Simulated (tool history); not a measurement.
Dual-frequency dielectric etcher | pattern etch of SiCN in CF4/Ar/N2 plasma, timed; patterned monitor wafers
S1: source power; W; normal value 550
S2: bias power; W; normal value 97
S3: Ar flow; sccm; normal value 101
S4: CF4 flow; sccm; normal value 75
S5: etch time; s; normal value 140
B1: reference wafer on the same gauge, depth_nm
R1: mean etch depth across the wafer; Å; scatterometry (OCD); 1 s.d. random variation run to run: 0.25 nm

{"run": 1, "hour": 0.0, "S1": 550, "S2": 97, "S3": 101, "S4": 75, "S5": 140, "B1": 133.1, "R1": 1689}
{"hour": 15.2, "done": "Ar flow controller replaced"}
{"run": 2, "hour": 15.7, "S1": 550, "S2": 92, "S3": 85, "S4": 75, "S5": 140, "B1": 133, "R1": 1692}
{"run": 3, "hour": 21.7, "S1": 550, "S2": 97, "S3": 101, "S4": 75, "S5": 140, "B1": 133, "R1": 1693}
{"run": 4, "hour": 31.9, "S1": 550, "S2": 97, "S3": 101, "S4": 65, "S5": 140, "B1": 133, "R1": 1643}
{"run": 5, "hour": 39.0, "S1": 550, "S2": 97, "S3": 101, "S4": 65, "S5": 140, "B1": 133, "R1": 1642}
{"run": 6, "hour": 46.5, "S1": 550, "S2": 97, "S3": 101, "S4": 65, "S5": 140, "B1": 133, "R1": 1647}
{"run": 7, "hour": 58.6, "S1": 550, "S2": 97, "S3": 101, "S4": 75, "S5": 140, "B1": 133, "R1": 1695}
{"hour": 77.9, "done": "source power generator calibrated"}
{"run": 8, "hour": 78.4, "S1": 550, "S2": 97, "S3": 101, "S4": 66, "S5": 156, "B1": 133, "R1": 1841}
{"run": 9, "hour": 83.0, "S1": 500, "S2": 97, "S3": 113, "S4": 62, "S5": 106, "B1": 133, "R1": 1120}
{"run": 10, "hour": 95.6, "S1": 550, "S2": 97, "S3": 101, "S4": 75, "S5": 140, "B1": 133.1, "R1": 1698}
{"hour": 111.1, "done": "gauge calibrated"}
{"hour": 111.4, "done": "CF4 flow controller replaced"}
{"run": 11, "hour": 111.9, "S1": 550, "S2": 97, "S3": 84, "S4": 70, "S5": 140, "B1": 133, "R1": 1709}
{"hour": 136.1, "done": "bias power generator calibrated"}
{"hour": 157.2, "done": "upper electrode replaced"}
{"hour": 179.0, "done": "wet clean of the chamber"}
{"run": 12, "hour": 179.5, "S1": 550, "S2": 90, "S3": 101, "S4": 75, "S5": 140, "B1": 133.1, "R1": 1612}
{"run": 13, "hour": 179.8, "S1": 460, "S2": 97, "S3": 101, "S4": 75, "S5": 140, "B1": 133.1, "R1": 1399}
{"run": 14, "hour": 180.2, "S1": 600, "S2": 97, "S3": 101, "S4": 75, "S5": 140, "B1": 133, "R1": 1775}
{"run": 15, "hour": 180.6, "S1": 550, "S2": 97, "S3": 101, "S4": 75, "S5": 140, "B1": 132.9, "R1": 1641}
{"run": 16, "hour": 187.6, "S1": 550, "S2": 97, "S3": 89, "S4": 75, "S5": 140, "B1": 133, "R1": 1671}
{"run": 17, "hour": 195.4, "S1": 550, "S2": 97, "S3": 84, "S4": 70, "S5": 140, "B1": 132.9, "R1": 1656}
{"run": 18, "hour": 211.0, "S1": 550, "S2": 97, "S3": 101, "S4": 85, "S5": 140, "B1": 132.9, "R1": 1683}
{"run": 19, "hour": 228.6, "S1": 670, "S2": 97, "S3": 101, "S4": 75, "S5": 178, "B1": 132.9, "R1": 2500}
{"run": 20, "hour": 234.7, "S1": 550, "S2": 97, "S3": 119, "S4": 75, "S5": 140, "B1": 133, "R1": 1610}
{"run": 21, "hour": 243.6, "S1": 490, "S2": 119, "S3": 101, "S4": 93, "S5": 123, "B1": 132.9, "R1": 1437}
{"run": 22, "hour": 252.4, "S1": 550, "S2": 97, "S3": 101, "S4": 81, "S5": 140, "B1": 132.9, "R1": 1670}

A few steps of R1 between consecutive runs. Split each: what settings, incoming material and random variation would produce without the hidden state, and what is left over for the hidden state, along with gauge scatter present in only one of the two compared results (measured, and without hidden state):
The hidden state here: etch rate over this chamber's usual, %; source power that arrives over what is set, %; bias power that arrives over what is set, %; Ar flow that arrives over what is set, %; CF4 flow that arrives over what is set, %; gauge reads high (%).
Run 8 -> 9: S1 550 -> 500, S3 101 -> 113, S4 66 -> 62, S5 156 -> 106. R1 -721 Å: hidden state -18, all else -703.
Run 11 -> 12: S2 97 -> 90, S3 84 -> 101, S4 70 -> 75, bias power generator calibrated, upper electrode replaced, wet clean of the chamber. R1 -97 Å: hidden state -52, all else -45.
Run 18 -> 19: S1 550 -> 670, S4 85 -> 75, S5 140 -> 178. R1 +817 Å: hidden state -1, all else +818.
Run 19 -> 20: S1 670 -> 550, S3 101 -> 119, S5 178 -> 140. R1 -890 Å: hidden state +3, all else -893.

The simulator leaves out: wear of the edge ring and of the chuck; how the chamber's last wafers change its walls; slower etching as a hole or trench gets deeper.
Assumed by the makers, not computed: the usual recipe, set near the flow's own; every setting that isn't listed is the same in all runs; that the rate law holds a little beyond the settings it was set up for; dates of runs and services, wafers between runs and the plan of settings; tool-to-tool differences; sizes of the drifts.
